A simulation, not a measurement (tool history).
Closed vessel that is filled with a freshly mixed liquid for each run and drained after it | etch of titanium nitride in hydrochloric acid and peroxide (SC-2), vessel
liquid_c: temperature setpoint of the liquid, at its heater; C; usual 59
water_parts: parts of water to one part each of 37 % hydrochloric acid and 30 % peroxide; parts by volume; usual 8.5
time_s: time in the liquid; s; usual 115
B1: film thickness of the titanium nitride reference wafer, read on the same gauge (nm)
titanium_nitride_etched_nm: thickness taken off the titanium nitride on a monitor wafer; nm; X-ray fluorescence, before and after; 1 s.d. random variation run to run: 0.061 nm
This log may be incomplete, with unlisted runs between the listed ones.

run 1 hour=0 | liquid_c=55 water_parts=8.5 time_s=115 | B1=59.99 | titanium_nitride_etched_nm=4.4
-- hour=2.2 gauge calibrated
run 2 hour=17.7 | liquid_c=65.5 water_parts=8.5 time_s=115 | B1=60.01 | titanium_nitride_etched_nm=8.49
run 3 hour=34.7 | liquid_c=65.5 water_parts=8.5 time_s=115 | B1=59.99 | titanium_nitride_etched_nm=8.43
run 4 hour=61.8 | liquid_c=62.5 water_parts=8.5 time_s=150 | B1=60.03 | titanium_nitride_etched_nm=9.19
run 5 hour=95.6 | liquid_c=62.5 water_parts=8.5 time_s=150 | B1=59.96 | titanium_nitride_etched_nm=9.15
run 6 hour=130.1 | liquid_c=59 water_parts=8.5 time_s=115 | B1=60.03 | titanium_nitride_etched_nm=5.59
run 7 hour=150.5 | liquid_c=59 water_parts=8.5 time_s=115 | B1=59.93 | titanium_nitride_etched_nm=5.63
run 8 hour=176.8 | liquid_c=59 water_parts=8.5 time_s=115 | B1=59.97 | titanium_nitride_etched_nm=5.67
run 9 hour=195.6 | liquid_c=59 water_parts=8.5 time_s=115 | B1=60 | titanium_nitride_etched_nm=5.64
run 10 hour=221 | liquid_c=59 water_parts=8.5 time_s=115 | B1=60 | titanium_nitride_etched_nm=5.57
run 11 hour=236.4 | liquid_c=59 water_parts=8.5 time_s=115 | B1=60.02 | titanium_nitride_etched_nm=5.62
run 12 hour=270 | liquid_c=59 water_parts=8.5 time_s=115 | B1=59.97 | titanium_nitride_etched_nm=5.62
-- hour=281.5 new drum of peroxide connected
-- hour=286.8 thermometer replaced
run 13 hour=304.9 | liquid_c=59 water_parts=8.5 time_s=115 | B1=60 | titanium_nitride_etched_nm=6.86
run 14 hour=321.8 | liquid_c=67 water_parts=7 time_s=95 | B1=60.02 | titanium_nitride_etched_nm=10.62
run 15 hour=335.2 | liquid_c=59 water_parts=8.5 time_s=115 | B1=60 | titanium_nitride_etched_nm=6.63
-- hour=352.2 gauge calibrated
run 16 hour=354.4 | liquid_c=59 water_parts=8.5 time_s=55 | B1=60.01 | titanium_nitride_etched_nm=3.17
-- hour=363.8 chemicals flow meter replaced
run 17 hour=390.1 | liquid_c=59 water_parts=5 time_s=65 | B1=59.98 | titanium_nitride_etched_nm=5.62
run 18 hour=421.4 | liquid_c=63 water_parts=8.5 time_s=115 | B1=60 | titanium_nitride_etched_nm=8.62
run 19 hour=447.7 | liquid_c=67.5 water_parts=6.5 time_s=70 | B1=60.07 | titanium_nitride_etched_nm=8.37
run 20 hour=471.7 | liquid_c=59 water_parts=8.5 time_s=115 | B1=59.95 | titanium_nitride_etched_nm=6.66
run 21 hour=490 | liquid_c=59 water_parts=8.5 time_s=70 | B1=59.94 | titanium_nitride_etched_nm=4.02
run 22 hour=519 | liquid_c=59 water_parts=6.5 time_s=55 | B1=59.99 | titanium_nitride_etched_nm=3.9
run 23 hour=537.7 | liquid_c=59 water_parts=8.5 time_s=115 | B1=60.02 | titanium_nitride_etched_nm=6.63
run 24 hour=552.7 | liquid_c=55.5 water_parts=7 time_s=115 | B1=59.96 | titanium_nitride_etched_nm=6.13
run 25 hour=580.1 | liquid_c=59 water_parts=8.5 time_s=115 | B1=60.01 | titanium_nitride_etched_nm=6.5
run 26 hour=613.7 | liquid_c=56 water_parts=11 time_s=155 | B1=60.01 | titanium_nitride_etched_nm=5.95

Branching from run 26: 3 alternative next runs. What would each branch give?
run A hour=614.4 | liquid_c=62.5 water_parts=8.5 time_s=115 | B1=? | titanium_nitride_etched_nm=?
run B hour=614.4 | liquid_c=55.5 water_parts=8.5 time_s=115 | B1=? | titanium_nitride_etched_nm=?
run C hour=614.4 | liquid_c=63.5 water_parts=12.5 time_s=95 | B1=? | titanium_nitride_etched_nm=?

run=A B1=60.04 titanium_nitride_etched_nm=8.3
run=B B1=60.04 titanium_nitride_etched_nm=5.33
run=C B1=60.04 titanium_nitride_etched_nm=5.28
What these runs would have given with no unlogged condition in the tool:
run=A titanium_nitride_etched_nm=8.49
run=B titanium_nitride_etched_nm=5.46
run=C titanium_nitride_etched_nm=5.4

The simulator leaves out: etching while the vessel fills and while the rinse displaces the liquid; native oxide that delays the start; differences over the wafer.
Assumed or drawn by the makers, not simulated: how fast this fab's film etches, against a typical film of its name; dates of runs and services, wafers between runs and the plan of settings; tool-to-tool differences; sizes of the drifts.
